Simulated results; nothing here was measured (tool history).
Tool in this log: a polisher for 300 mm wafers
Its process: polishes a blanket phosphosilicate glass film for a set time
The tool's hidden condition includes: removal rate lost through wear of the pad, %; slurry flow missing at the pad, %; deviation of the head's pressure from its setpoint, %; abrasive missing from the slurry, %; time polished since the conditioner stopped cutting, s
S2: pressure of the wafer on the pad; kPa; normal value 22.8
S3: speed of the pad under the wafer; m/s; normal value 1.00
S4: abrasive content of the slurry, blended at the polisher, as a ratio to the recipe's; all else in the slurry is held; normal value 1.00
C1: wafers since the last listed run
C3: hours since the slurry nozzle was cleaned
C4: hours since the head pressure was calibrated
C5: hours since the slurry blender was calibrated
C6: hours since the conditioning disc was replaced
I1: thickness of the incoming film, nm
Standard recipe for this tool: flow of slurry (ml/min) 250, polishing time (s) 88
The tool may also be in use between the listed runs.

run 1 day=0.000 | flow_of_slurry_(ml/min)=250 S2=22.8 S3=1.00 S4=1.00 polishing_time_(s)=88 | C1=0 wafers_polished_on_this_pad=1868 C3=290.1 C4=447.0 C5=269.8 C6=15.3 | I1=4435.6 | film_removed_(nm)=703.6
-- day=0.204 worn pad replaced by a new one
-- day=1.825 slurry blender recalibrated
run 2 day=1.846 | flow_of_slurry_(ml/min)=250 S2=22.8 S3=1.00 S4=1.00 polishing_time_(s)=88 | C1=221 wafers_polished_on_this_pad=216 C3=334.4 C4=491.3 C5=0.5 C6=59.6 | I1=4458.5 | film_removed_(nm)=717.1
-- day=2.954 slurry nozzle cleaned
run 3 day=5.567 | flow_of_slurry_(ml/min)=250 S2=22.8 S3=1.00 S4=1.00 polishing_time_(s)=88 | C1=510 wafers_polished_on_this_pad=726 C3=62.7 C4=580.6 C5=89.8 C6=148.9 | I1=4391.2 | film_removed_(nm)=741.7
run 4 day=9.717 | flow_of_slurry_(ml/min)=250 S2=24.8 S3=1.00 S4=1.00 polishing_time_(s)=88 | C1=575 wafers_polished_on_this_pad=1302 C3=162.3 C4=680.2 C5=189.4 C6=248.5 | I1=4456.5 | film_removed_(nm)=798.8
-- day=11.421 conditioning disc replaced and pad reconditioned
run 5 day=11.696 | flow_of_slurry_(ml/min)=250 S2=24.8 S3=1.00 S4=1.00 polishing_time_(s)=88 | C1=263 wafers_polished_on_this_pad=1566 C3=209.8 C4=727.7 C5=236.9 C6=6.6 | I1=4418.0 | film_removed_(nm)=771.4
-- day=14.379 worn pad replaced by a new one
run 6 day=14.988 | flow_of_slurry_(ml/min)=250 S2=24.8 S3=1.00 S4=1.00 polishing_time_(s)=88 | C1=433 wafers_polished_on_this_pad=84 C3=288.8 C4=806.7 C5=315.9 C6=85.6 | I1=4418.8 | film_removed_(nm)=789.9
-- day=15.717 slurry blender recalibrated
-- day=17.788 slurry nozzle cleaned
run 7 day=17.962 | flow_of_slurry_(ml/min)=250 S2=22.8 S3=1.00 S4=1.00 polishing_time_(s)=88 | C1=395 wafers_polished_on_this_pad=479 C3=4.2 C4=878.1 C5=53.9 C6=157.0 | I1=4445.2 | film_removed_(nm)=755.4
run 8 day=21.042 | flow_of_slurry_(ml/min)=250 S2=22.8 S3=1.00 S4=1.00 polishing_time_(s)=88 | C1=427 wafers_polished_on_this_pad=907 C3=78.1 C4=952.0 C5=127.8 C6=230.9 | I1=4324.1 | film_removed_(nm)=734.7
run 9 day=23.500 | flow_of_slurry_(ml/min)=250 S2=22.8 S3=1.00 S4=1.00 polishing_time_(s)=88 | C1=341 wafers_polished_on_this_pad=1248 C3=137.1 C4=1011.0 C5=186.8 C6=289.9 | I1=4346.3 | film_removed_(nm)=724.8
-- day=25.375 conditioning disc replaced and pad reconditioned
-- day=25.408 worn pad replaced by a new one
run 10 day=27.075 | flow_of_slurry_(ml/min)=250 S2=22.8 S3=1.00 S4=1.00 polishing_time_(s)=88 | C1=480 wafers_polished_on_this_pad=231 C3=222.9 C4=1096.8 C5=272.6 C6=40.8 | I1=4472.3 | film_removed_(nm)=744.9
-- day=29.496 slurry blender recalibrated
run 11 day=31.342 | flow_of_slurry_(ml/min)=185 S2=29.6 S3=1.00 S4=1.20 polishing_time_(s)=88 | C1=580 wafers_polished_on_this_pad=811 C3=325.3 C4=1199.2 C5=44.3 C6=143.2 | I1=4482.1 | film_removed_(nm)=926.8
-- day=32.700 slurry nozzle cleaned
run 12 day=35.775 | flow_of_slurry_(ml/min)=250 S2=17.2 S3=1.00 S4=0.75 polishing_time_(s)=88 | C1=609 wafers_polished_on_this_pad=1421 C3=73.8 C4=1305.6 C5=150.7 C6=249.6 | I1=4476.2 | film_removed_(nm)=469.0
-- day=36.554 conditioning disc replaced and pad reconditioned
-- day=37.242 worn pad replaced by a new one
run 13 day=38.867 | flow_of_slurry_(ml/min)=250 S2=24.8 S3=1.00 S4=1.00 polishing_time_(s)=88 | C1=394 wafers_polished_on_this_pad=225 C3=148.0 C4=1379.8 C5=224.9 C6=55.5 | I1=4383.4 | film_removed_(nm)=796.1
-- day=39.900 head pressure recalibrated
-- day=41.796 slurry blender recalibrated
run 14 day=42.133 | flow_of_slurry_(ml/min)=250 S2=22.8 S3=1.00 S4=1.00 polishing_time_(s)=88 | C1=430 wafers_polished_on_this_pad=655 C3=226.4 C4=53.6 C5=8.1 C6=133.9 | I1=4401.0 | film_removed_(nm)=716.7
-- day=44.917 slurry nozzle cleaned
run 15 day=46.262 | flow_of_slurry_(ml/min)=250 S2=22.8 S3=1.00 S4=1.00 polishing_time_(s)=118 | C1=567 wafers_polished_on_this_pad=1223 C3=32.3 C4=152.7 C5=107.2 C6=233.0 | I1=4388.1 | film_removed_(nm)=966.4

The next listed run, before its measurement:
-- day=48.383 worn pad replaced by a new one
-- day=49.046 conditioning disc replaced and pad reconditioned
run 16 day=50.171 | flow_of_slurry_(ml/min)=250 S2=29.6 S3=0.82 S4=1.00 polishing_time_(s)=88 | C1=507 wafers_polished_on_this_pad=236 C3=126.1 C4=246.5 C5=201.0 C6=27.0 | I1=4423.2 | film_removed_(nm)=?

For run 16 the tool returned film removed (nm) 821.2.
Were there no unlogged condition in the tool, this run, its random variation unchanged, would have produced film removed (nm) 849.7.
